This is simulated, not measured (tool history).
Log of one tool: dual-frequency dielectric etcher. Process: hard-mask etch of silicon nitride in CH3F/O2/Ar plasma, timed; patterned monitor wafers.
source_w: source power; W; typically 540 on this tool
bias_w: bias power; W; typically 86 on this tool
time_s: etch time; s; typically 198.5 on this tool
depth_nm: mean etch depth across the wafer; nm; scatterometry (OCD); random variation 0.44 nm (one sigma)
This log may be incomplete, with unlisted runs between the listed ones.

| run | day | source_w | bias_w | time_s | wafers since the last listed run | hours since the last wet clean | hours since the last source power generator calibration | hours since the last bias power generator calibration | hours since the last upper electrode change | hours since the gauge calibration | read-back reference wafer on the same gauge, depth_nm | depth_nm |
|---|---|---|---|---|---|---|---|---|---|---|---|---|
| 1 | 0.000 | 540 | 86 | 198.5 | 0 | 526.4 | 1151.2 | 3925.8 | 2242.4 | 73.4 | 125.1 | 147.0 |
|  | 3.700 | wet clean of the chamber |
| 2 | 3.721 | 540 | 86 | 198.5 | 389 | 0.5 | 1240.5 | 4015.1 | 2331.7 | 162.7 | 125.0 | 145.7 |
| 3 | 5.054 | 540 | 86 | 198.5 | 190 | 32.5 | 1272.5 | 4047.1 | 2363.7 | 194.7 | 125.0 | 144.9 |
| 4 | 7.262 | 540 | 86 | 198.5 | 315 | 85.5 | 1325.5 | 4100.1 | 2416.7 | 247.7 | 125.1 | 144.9 |
| 5 | 9.546 | 540 | 86 | 226.0 | 326 | 140.3 | 1380.3 | 4154.9 | 2471.5 | 302.5 | 125.0 | 165.5 |
| 6 | 12.521 | 540 | 86 | 226.0 | 425 | 211.7 | 1451.7 | 4226.3 | 2542.9 | 373.9 | 125.0 | 166.0 |
| 7 | 15.042 | 540 | 86 | 226.0 | 360 | 272.2 | 1512.2 | 4286.8 | 2603.4 | 434.4 | 125.1 | 166.6 |
| 8 | 17.392 | 540 | 86 | 198.5 | 336 | 328.6 | 1568.6 | 4343.2 | 2659.8 | 490.8 | 125.0 | 146.4 |
| 9 | 19.950 | 540 | 86 | 198.5 | 365 | 390.0 | 1630.0 | 4404.6 | 2721.2 | 552.2 | 125.0 | 146.1 |
| 10 | 21.475 | 540 | 86 | 198.5 | 218 | 426.6 | 1666.6 | 4441.2 | 2757.8 | 588.8 | 125.1 | 146.5 |
|  | 26.242 | wet clean of the chamber |
| 11 | 26.262 | 540 | 86 | 198.5 | 541 | 0.5 | 1781.5 | 4556.1 | 2872.7 | 703.7 | 125.1 | 142.9 |
|  | 26.783 | source power generator calibrated |
| 12 | 28.308 | 440 | 86 | 198.5 | 268 | 49.6 | 36.6 | 4605.2 | 2921.8 | 752.8 | 124.9 | 134.5 |
|  | 30.671 | bias power generator calibrated |
| 13 | 31.579 | 440 | 86 | 198.5 | 443 | 128.1 | 115.1 | 21.8 | 3000.3 | 831.3 | 125.0 | 134.9 |
| 14 | 34.042 | 540 | 86 | 226.0 | 352 | 187.2 | 174.2 | 80.9 | 3059.4 | 890.4 | 125.0 | 162.8 |
| 15 | 38.133 | 540 | 86 | 198.5 | 585 | 285.4 | 272.4 | 179.1 | 3157.6 | 988.6 | 125.0 | 142.9 |
| 16 | 42.317 | 540 | 102 | 198.5 | 598 | 385.8 | 372.8 | 279.5 | 3258.0 | 1089.0 | 124.9 | 150.4 |
| 17 | 46.600 | 540 | 70 | 165.0 | 612 | 488.6 | 475.6 | 382.3 | 3360.8 | 1191.8 | 124.9 | 114.1 |
|  | 46.771 | gauge calibrated |
|  | 47.621 | wet clean of the chamber, repeated, since the last time left the tool worse |
| 18 | 49.750 | 580 | 98 | 165.0 | 307 | 51.1 | 551.2 | 457.9 | 3436.4 | 71.5 | 125.0 | 128.3 |
| 19 | 51.921 | 660 | 71 | 198.5 | 310 | 103.2 | 603.3 | 510.0 | 3488.5 | 123.6 | 125.0 | 146.9 |
| 20 | 53.458 | 540 | 106 | 256.0 | 219 | 140.1 | 640.2 | 546.9 | 3525.4 | 160.5 | 125.0 | 200.7 |
|  | 55.779 | upper electrode replaced |
| 21 | 56.150 | 540 | 86 | 159.5 | 241 | 204.7 | 704.8 | 611.5 | 8.9 | 225.1 | 125.0 | 117.7 |
| 22 | 59.675 | 460 | 75 | 222.5 | 504 | 289.3 | 789.4 | 696.1 | 93.5 | 309.7 | 125.0 | 152.5 |
| 23 | 61.746 | 450 | 86 | 198.5 | 296 | 339.0 | 839.1 | 745.8 | 143.2 | 359.4 | 125.0 | 140.8 |
| 24 | 65.121 | 490 | 86 | 168.5 | 482 | 420.0 | 920.1 | 826.8 | 224.2 | 440.4 | 125.0 | 121.8 |
| 25 | 67.342 | 610 | 66 | 198.5 | 317 | 473.3 | 973.4 | 880.1 | 277.5 | 493.7 | 125.0 | 142.7 |
| 26 | 71.496 | 450 | 92 | 244.5 | 594 | 573.0 | 1073.1 | 979.8 | 377.2 | 593.4 | 125.0 | 176.4 |
|  | 75.638 | wet clean of the chamber |
| 27 | 75.929 | 540 | 106 | 256.0 | 491 | 7.0 | 1179.5 | 1086.2 | 483.6 | 699.8 | 125.0 | 198.4 |
| 28 | 78.638 | 540 | 86 | 181.0 | 387 | 72.0 | 1244.5 | 1151.2 | 548.6 | 764.8 | 125.0 | 133.2 |
| 29 | 82.904 | 540 | 86 | 198.5 | 610 | 174.4 | 1346.9 | 1253.6 | 651.0 | 867.2 | 125.0 | 145.9 |
| 30 | 85.279 | 540 | 97 | 198.5 | 339 | 231.4 | 1403.9 | 1310.6 | 708.0 | 924.2 | 124.9 | 151.0 |

For some of the steps in depth_nm from one run to the next: how much would appear even if the tool had no hidden state, given the settings, what came in and random variation, and how much remains for the hidden state plus any gauge scatter that the measured result and the result without hidden state don't share?
Unlogged tool condition in this case: etch rate over this chamber's usual, %; source power that arrives over what is set, %; bias power that arrives over what is set, %; gauge reads high (%).
Run 1 -> 2: wet clean of the chamber. depth_nm -1.3 nm: hidden state -2.6, all else +1.3.
Run 10 -> 11: wet clean of the chamber. depth_nm -3.6 nm: hidden state -4.9, all else +1.3.
Run 19 -> 20: source_w 660 -> 540, bias_w 71 -> 106, time_s 198.5 -> 256.0. depth_nm +53.8 nm: hidden state +0.5, all else +53.3.
Run 20 -> 21: bias_w 106 -> 86, time_s 256.0 -> 159.5, upper electrode replaced. depth_nm -83.0 nm: hidden state -0.2, all else -82.8.
Run 26 -> 27: source_w 450 -> 540, bias_w 92 -> 106, time_s 244.5 -> 256.0, wet clean of the chamber. depth_nm +22.0 nm: hidden state -3.4, all else +25.4.
Run 27 -> 28: bias_w 106 -> 86, time_s 256.0 -> 181.0. depth_nm -65.2 nm: hidden state +0.4, all else -65.6.
